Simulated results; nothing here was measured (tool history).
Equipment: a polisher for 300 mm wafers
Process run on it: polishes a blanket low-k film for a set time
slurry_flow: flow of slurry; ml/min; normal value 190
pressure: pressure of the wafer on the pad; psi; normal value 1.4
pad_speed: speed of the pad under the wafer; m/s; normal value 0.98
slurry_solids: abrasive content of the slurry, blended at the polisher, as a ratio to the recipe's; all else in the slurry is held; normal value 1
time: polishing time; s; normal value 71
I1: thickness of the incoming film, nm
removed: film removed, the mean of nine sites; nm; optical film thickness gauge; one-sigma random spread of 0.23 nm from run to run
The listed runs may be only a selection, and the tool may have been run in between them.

{"run": 1, "day": 0.0, "slurry_flow": 190, "pressure": 1.4, "pad_speed": 0.98, "slurry_solids": 1, "time": 80, "I1": 633.4, "removed": 28.8}
{"run": 2, "day": 0.467, "slurry_flow": 230, "pressure": 1.4, "pad_speed": 0.98, "slurry_solids": 1, "time": 71, "I1": 625.5, "removed": 26.1}
{"run": 3, "day": 0.783, "slurry_flow": 230, "pressure": 1.4, "pad_speed": 0.98, "slurry_solids": 1, "time": 71, "I1": 632.6, "removed": 26.1}
{"run": 4, "day": 1.338, "slurry_flow": 230, "pressure": 1.4, "pad_speed": 0.98, "slurry_solids": 1, "time": 71, "I1": 626.9, "removed": 25.7}
{"run": 5, "day": 1.896, "slurry_flow": 190, "pressure": 1.4, "pad_speed": 0.98, "slurry_solids": 1, "time": 71, "I1": 638.8, "removed": 24.6}
{"run": 6, "day": 2.529, "slurry_flow": 190, "pressure": 1.4, "pad_speed": 0.98, "slurry_solids": 1, "time": 71, "I1": 636.5, "removed": 23.8}
{"day": 2.983, "done": "worn pad replaced by a new one"}
{"run": 7, "day": 3.004, "slurry_flow": 190, "pressure": 1.4, "pad_speed": 0.98, "slurry_solids": 1, "time": 71, "I1": 637.2, "removed": 21.9}
{"run": 8, "day": 3.429, "slurry_flow": 190, "pressure": 1.6, "pad_speed": 0.98, "slurry_solids": 1, "time": 71, "I1": 622.8, "removed": 24.6}
{"run": 9, "day": 4.129, "slurry_flow": 165, "pressure": 1.2, "pad_speed": 0.98, "slurry_solids": 1, "time": 71, "I1": 630.4, "removed": 18.4}
{"day": 4.358, "done": "slurry blender recalibrated"}
{"run": 10, "day": 4.438, "slurry_flow": 165, "pressure": 1.2, "pad_speed": 0.98, "slurry_solids": 1, "time": 71, "I1": 630.4, "removed": 18.2}
{"day": 5.125, "done": "worn pad replaced by a new one, repeated, since the last time left the tool worse"}
{"run": 11, "day": 5.146, "slurry_flow": 165, "pressure": 1.2, "pad_speed": 0.98, "slurry_solids": 1, "time": 71, "I1": 642, "removed": 21.5}
{"run": 12, "day": 5.392, "slurry_flow": 190, "pressure": 1.4, "pad_speed": 0.72, "slurry_solids": 1, "time": 53, "I1": 627.8, "removed": 14.7}
{"day": 5.796, "done": "conditioning disc replaced and pad reconditioned"}
{"run": 13, "day": 5.817, "slurry_flow": 190, "pressure": 1.4, "pad_speed": 0.72, "slurry_solids": 1, "time": 53, "I1": 637.2, "removed": 14.9}
{"run": 14, "day": 6.288, "slurry_flow": 190, "pressure": 1.4, "pad_speed": 0.98, "slurry_solids": 1, "time": 71, "I1": 625.7, "removed": 25.4}
{"run": 15, "day": 6.725, "slurry_flow": 190, "pressure": 1.7, "pad_speed": 0.98, "slurry_solids": 1, "time": 71, "I1": 627.7, "removed": 29.8}
{"day": 7.717, "done": "head pressure recalibrated"}
{"run": 16, "day": 8.021, "slurry_flow": 190, "pressure": 1.4, "pad_speed": 0.98, "slurry_solids": 1.25, "time": 83, "I1": 621.5, "removed": 30.5}

Run 17 is up next; what results do you expect?
{"day": 8.258, "done": "worn pad replaced by a new one"}
{"day": 8.283, "done": "slurry nozzle cleaned"}
{"day": 9.638, "done": "slurry blender recalibrated"}
{"run": 17, "day": 9.979, "slurry_flow": 190, "pressure": 1, "pad_speed": 0.98, "slurry_solids": 1.15, "time": 61, "I1": 616.5, "removed": "?"}

removed: 16.7 nm
Take away the tool's hidden state, keep the run-to-run variation as it was, and the same run would have given removed 17.2 nm.
